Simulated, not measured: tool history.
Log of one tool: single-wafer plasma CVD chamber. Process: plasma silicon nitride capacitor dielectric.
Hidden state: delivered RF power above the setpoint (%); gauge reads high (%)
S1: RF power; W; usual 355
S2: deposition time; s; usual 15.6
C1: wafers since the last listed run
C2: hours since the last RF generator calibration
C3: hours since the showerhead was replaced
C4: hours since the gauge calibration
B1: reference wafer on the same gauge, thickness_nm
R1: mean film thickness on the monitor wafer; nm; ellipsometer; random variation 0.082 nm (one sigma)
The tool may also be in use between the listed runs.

run 1 hour=0.0 | S1=355 S2=15.6 | C1=0 C2=763.8 C3=3352.9 C4=1542.4 | B1=17.386 | R1=20.616
run 2 hour=62.8 | S1=355 S2=15.6 | C1=1596 C2=826.6 C3=3415.7 C4=1605.2 | B1=17.417 | R1=20.721
run 3 hour=168.0 | S1=325 S2=15.6 | C1=2673 C2=931.8 C3=3520.9 C4=1710.4 | B1=17.422 | R1=20.203
run 4 hour=244.6 | S1=340 S2=15.6 | C1=1946 C2=1008.4 C3=3597.5 C4=1787.0 | B1=17.396 | R1=20.309
run 5 hour=329.3 | S1=355 S2=15.6 | C1=2152 C2=1093.1 C3=3682.2 C4=1871.7 | B1=17.419 | R1=20.718
run 6 hour=575.5 | S1=355 S2=15.6 | C1=6257 C2=1339.3 C3=3928.4 C4=2117.9 | B1=17.419 | R1=20.543
run 7 hour=677.1 | S1=355 S2=15.6 | C1=2582 C2=1440.9 C3=4030.0 C4=2219.5 | B1=17.392 | R1=20.392
-- hour=939.8 gauge calibrated
run 8 hour=970.9 | S1=355 S2=15.6 | C1=7466 C2=1734.7 C3=4323.8 C4=31.1 | B1=17.418 | R1=20.457
-- hour=1052.9 showerhead replaced
run 9 hour=1062.2 | S1=355 S2=15.6 | C1=2117 C2=1826.0 C3=9.3 C4=122.4 | B1=17.401 | R1=20.431
run 10 hour=1152.3 | S1=355 S2=15.6 | C1=2289 C2=1916.1 C3=99.4 C4=212.5 | B1=17.368 | R1=20.368
run 11 hour=1220.8 | S1=355 S2=17.9 | C1=1740 C2=1984.6 C3=167.9 C4=281.0 | B1=17.394 | R1=23.489
run 12 hour=1303.9 | S1=355 S2=15.6 | C1=2111 C2=2067.7 C3=251.0 C4=364.1 | B1=17.370 | R1=20.406
run 13 hour=1369.8 | S1=305 S2=17.9 | C1=1674 C2=2133.6 C3=316.9 C4=430.0 | B1=17.402 | R1=22.525
run 14 hour=1460.3 | S1=380 S2=17.4 | C1=2300 C2=2224.1 C3=407.4 C4=520.5 | B1=17.400 | R1=23.030

Forecast run 15:
run 15 hour=1502.5 | S1=405 S2=16.8 | C1=1072 C2=2266.3 C3=449.6 C4=562.7 | B1=? | R1=?

{"run 15": {"B1": 17.386, "R1": 22.654}}
Without the tool's hidden state the same run would have given R1 23.213 nm.

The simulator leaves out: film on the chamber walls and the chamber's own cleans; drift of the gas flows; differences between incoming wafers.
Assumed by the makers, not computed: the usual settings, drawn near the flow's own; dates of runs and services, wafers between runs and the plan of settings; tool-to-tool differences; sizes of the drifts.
